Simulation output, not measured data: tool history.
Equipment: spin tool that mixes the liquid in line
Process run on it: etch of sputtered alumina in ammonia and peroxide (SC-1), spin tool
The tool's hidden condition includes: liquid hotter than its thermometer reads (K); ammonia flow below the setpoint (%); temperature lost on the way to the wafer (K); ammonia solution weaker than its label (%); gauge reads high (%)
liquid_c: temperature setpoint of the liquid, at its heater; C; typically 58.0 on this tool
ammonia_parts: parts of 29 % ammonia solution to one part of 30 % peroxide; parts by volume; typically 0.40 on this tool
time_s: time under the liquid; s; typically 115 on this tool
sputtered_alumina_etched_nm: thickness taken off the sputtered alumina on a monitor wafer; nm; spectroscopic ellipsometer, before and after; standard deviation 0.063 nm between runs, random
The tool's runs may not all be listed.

| run | hour | liquid_c | ammonia_parts | time_s | wafers since the last listed run | hours since the thermometer was replaced | hours since the ammonia flow meter was replaced | hours since the heated supply line was repaired | hours since the drum of ammonia solution was connected | hours since the gauge calibration | read-back film thickness of the sputtered alumina reference wafer, read on the same gauge (nm) | sputtered_alumina_etched_nm |
|---|---|---|---|---|---|---|---|---|---|---|---|---|
| 1 | 0.0 | 58.0 | 0.40 | 115 | 0 | 1706.7 | 1680.7 | 3581.3 | 693.7 | 580.1 | 80.01 | 14.91 |
| 2 | 20.1 | 58.0 | 0.40 | 115 | 191 | 1726.8 | 1700.8 | 3601.4 | 713.8 | 600.2 | 80.00 | 14.95 |
| 3 | 55.1 | 50.5 | 0.40 | 115 | 333 | 1761.8 | 1735.8 | 3636.4 | 748.8 | 635.2 | 80.00 | 10.15 |
| 4 | 70.1 | 50.5 | 0.40 | 115 | 143 | 1776.8 | 1750.8 | 3651.4 | 763.8 | 650.2 | 79.99 | 10.19 |
| 5 | 103.7 | 50.5 | 0.40 | 115 | 320 | 1810.4 | 1784.4 | 3685.0 | 797.4 | 683.8 | 80.01 | 10.07 |
| 6 | 133.5 | 58.0 | 0.40 | 115 | 284 | 1840.2 | 1814.2 | 3714.8 | 827.2 | 713.6 | 79.99 | 15.10 |
| 7 | 151.3 | 58.0 | 0.50 | 115 | 169 | 1858.0 | 1832.0 | 3732.6 | 845.0 | 731.4 | 80.00 | 15.31 |
| 8 | 164.9 | 58.0 | 0.50 | 115 | 129 | 1871.6 | 1845.6 | 3746.2 | 858.6 | 745.0 | 80.02 | 15.35 |
|  | 170.1 | heated supply line repaired |
| 9 | 194.1 | 67.0 | 0.30 | 145 | 268 | 1900.8 | 1874.8 | 24.0 | 887.8 | 774.2 | 79.99 | 29.12 |
| 10 | 214.3 | 48.5 | 0.45 | 85 | 192 | 1921.0 | 1895.0 | 44.2 | 908.0 | 794.4 | 80.01 | 6.83 |
| 11 | 231.4 | 58.0 | 0.20 | 140 | 163 | 1938.1 | 1912.1 | 61.3 | 925.1 | 811.5 | 80.00 | 17.41 |
| 12 | 257.9 | 58.0 | 0.40 | 115 | 252 | 1964.6 | 1938.6 | 87.8 | 951.6 | 838.0 | 80.01 | 15.25 |
| 13 | 288.9 | 54.0 | 0.45 | 115 | 295 | 1995.6 | 1969.6 | 118.8 | 982.6 | 869.0 | 80.02 | 12.55 |
|  | 293.8 | gauge calibrated |
|  | 300.0 | ammonia flow meter replaced |
|  | 308.3 | new drum of ammonia solution connected |
| 14 | 316.0 | 65.5 | 0.20 | 155 | 239 | 2022.7 | 16.0 | 145.9 | 7.7 | 22.2 | 80.00 | 28.00 |
| 15 | 335.5 | 58.0 | 0.40 | 45 | 185 | 2042.2 | 35.5 | 165.4 | 27.2 | 41.7 | 80.01 | 6.01 |
| 16 | 356.8 | 63.5 | 0.25 | 95 | 203 | 2063.5 | 56.8 | 186.7 | 48.5 | 63.0 | 79.97 | 15.88 |
|  | 388.8 | thermometer replaced |
| 17 | 440.2 | 58.0 | 0.40 | 115 | 785 | 51.4 | 140.2 | 270.1 | 131.9 | 146.4 | 80.03 | 13.36 |
| 18 | 456.6 | 58.0 | 0.40 | 50 | 156 | 67.8 | 156.6 | 286.5 | 148.3 | 162.8 | 79.99 | 5.81 |
| 19 | 473.6 | 52.5 | 0.30 | 150 | 162 | 84.8 | 173.6 | 303.5 | 165.3 | 179.8 | 79.99 | 12.81 |
| 20 | 501.6 | 54.5 | 0.40 | 140 | 267 | 112.8 | 201.6 | 331.5 | 193.3 | 207.8 | 80.01 | 13.62 |
| 21 | 524.2 | 67.5 | 0.30 | 75 | 215 | 135.4 | 224.2 | 354.1 | 215.9 | 230.4 | 80.00 | 13.81 |
| 22 | 538.3 | 58.0 | 0.40 | 115 | 134 | 149.5 | 238.3 | 368.2 | 230.0 | 244.5 | 80.00 | 13.58 |
| 23 | 562.6 | 49.0 | 0.55 | 90 | 231 | 173.8 | 262.6 | 392.5 | 254.3 | 268.8 | 79.99 | 6.69 |
| 24 | 577.2 | 58.0 | 0.30 | 160 | 139 | 188.4 | 277.2 | 407.1 | 268.9 | 283.4 | 80.00 | 18.36 |

What does the tool deliver on the next run?
| 25 | 593.2 | 58.0 | 0.40 | 115 | 152 | 204.4 | 293.2 | 423.1 | 284.9 | 299.4 | ? | ? |

For run 25 the tool returned read-back film thickness of the sputtered alumina reference wafer, read on the same gauge (nm) 79.98, sputtered_alumina_etched_nm 13.58 nm.
Without the tool's hidden state the same run would have given sputtered_alumina_etched_nm 13.41 nm.
